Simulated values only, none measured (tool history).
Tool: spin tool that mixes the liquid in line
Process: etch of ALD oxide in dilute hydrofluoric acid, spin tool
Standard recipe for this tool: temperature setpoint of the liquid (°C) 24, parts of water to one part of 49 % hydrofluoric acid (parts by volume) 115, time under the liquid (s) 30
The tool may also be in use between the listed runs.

run     day  temperature setpoint of the liquid (°C)  parts of water to one part of 49 % hydrofluoric acid (parts by volume)  time under the liquid (s)  wafers since the last listed run  hours since the thermometer was replaced  hours since the hydrofluoric acid flow meter was replaced  hours since the gauge calibration  read-back film thickness of the ALD oxide reference wafer, read on the same gauge (nm)  thickness taken off the ALD oxide on a monitor wafer (Å)
  1       0                                       24                                                                     115                         30                                 0                                    1432.9                                                     2055.3                                243                                                                                 100.032                                                     61.34
  2   0.583                                       24                                                                     115                         30                               291                                    1446.9                                                     2069.3                                257                                                                                  99.975                                                     61.21
  3     1.9                                       24                                                                     115                         30                               658                                    1478.5                                                     2100.9                              288.6                                                                                  99.987                                                     60.85
  4   4.562                                       21                                                                     115                         20                              1331                                    1542.4                                                     2164.8                              352.5                                                                                  99.994                                                     36.54
  5    5.25                                       21                                                                     115                         20                               343                                    1558.9                                                     2181.3                                369                                                                                     100                                                     36.67
  6   6.146                                       24                                                                     115                         20                               448                                    1580.4                                                     2202.8                              390.5                                                                                 100.006                                                     41.69
      6.483  -- gauge calibrated
        6.5  -- hydrofluoric acid flow meter replaced
  7   8.154                                       24                                                                     115                         30                               983                                    1628.6                                                       39.7                               40.1                                                                                   99.97                                                     55.76
  8   8.792                                       24                                                                     115                         30                               318                                    1643.9                                                         55                               55.4                                                                                 100.014                                                     55.28
  9   9.662                                     27.5                                                                     150                         30                               435                                    1664.8                                                       75.9                               76.3                                                                                 100.024                                                     46.86
 10  10.767                                     26.5                                                                     115                         35                               552                                    1691.3                                                      102.4                              102.8                                                                                 100.007                                                      72.1
 11  12.142                                       24                                                                     115                         30                               687                                    1724.3                                                      135.4                              135.8                                                                                  99.973                                                     56.18
 12  12.792                                     27.5                                                                     115                         30                               325                                    1739.9                                                        151                              151.4                                                                                 100.005                                                      64.4
 13  13.671                                       26                                                                     115                         25                               439                                      1761                                                      172.1                              172.5                                                                                 100.006                                                     50.78
     14.079  -- thermometer replaced
 14  14.754                                     22.5                                                                      60                         30                               521                                      16.2                                                      198.1                              198.5                                                                                 100.021                                                     98.41
 15  15.717                                     27.5                                                                     115                         15                               481                                      39.3                                                      221.2                              221.6                                                                                 100.015                                                     29.29
 16  16.588                                       29                                                                     160                         20                               435                                      60.2                                                      242.1                              242.5                                                                                 100.061                                                     27.98
 17  17.512                                       22                                                                     165                         20                               462                                      82.4                                                      264.3                              264.7                                                                                 100.012                                                        21
 18  18.833                                       24                                                                     115                         30                               660                                     114.1                                                        296                              296.4                                                                                 100.004                                                     51.39

What would each run have given without the hidden state, its run-to-run variation left as it was?
Hidden state present: liquid hotter than its thermometer reads (K); hydrofluoric acid flow above the setpoint (%); gauge reads high (%).
run  thickness taken off the ALD oxide on a monitor wafer (Å)
  1                                                     49.38
  2                                                      49.2
  3                                                     48.73
  4                                                     28.99
  5                                                     29.04
  6                                                     32.99
  7                                                     49.32
  8                                                     48.82
  9                                                      41.5
 10                                                     63.44
 11                                                     49.12
 12                                                      56.4
 13                                                     44.29
 14                                                     95.25
 15                                                     28.23
 16                                                     26.89
 17                                                     20.12
 18                                                     49.08

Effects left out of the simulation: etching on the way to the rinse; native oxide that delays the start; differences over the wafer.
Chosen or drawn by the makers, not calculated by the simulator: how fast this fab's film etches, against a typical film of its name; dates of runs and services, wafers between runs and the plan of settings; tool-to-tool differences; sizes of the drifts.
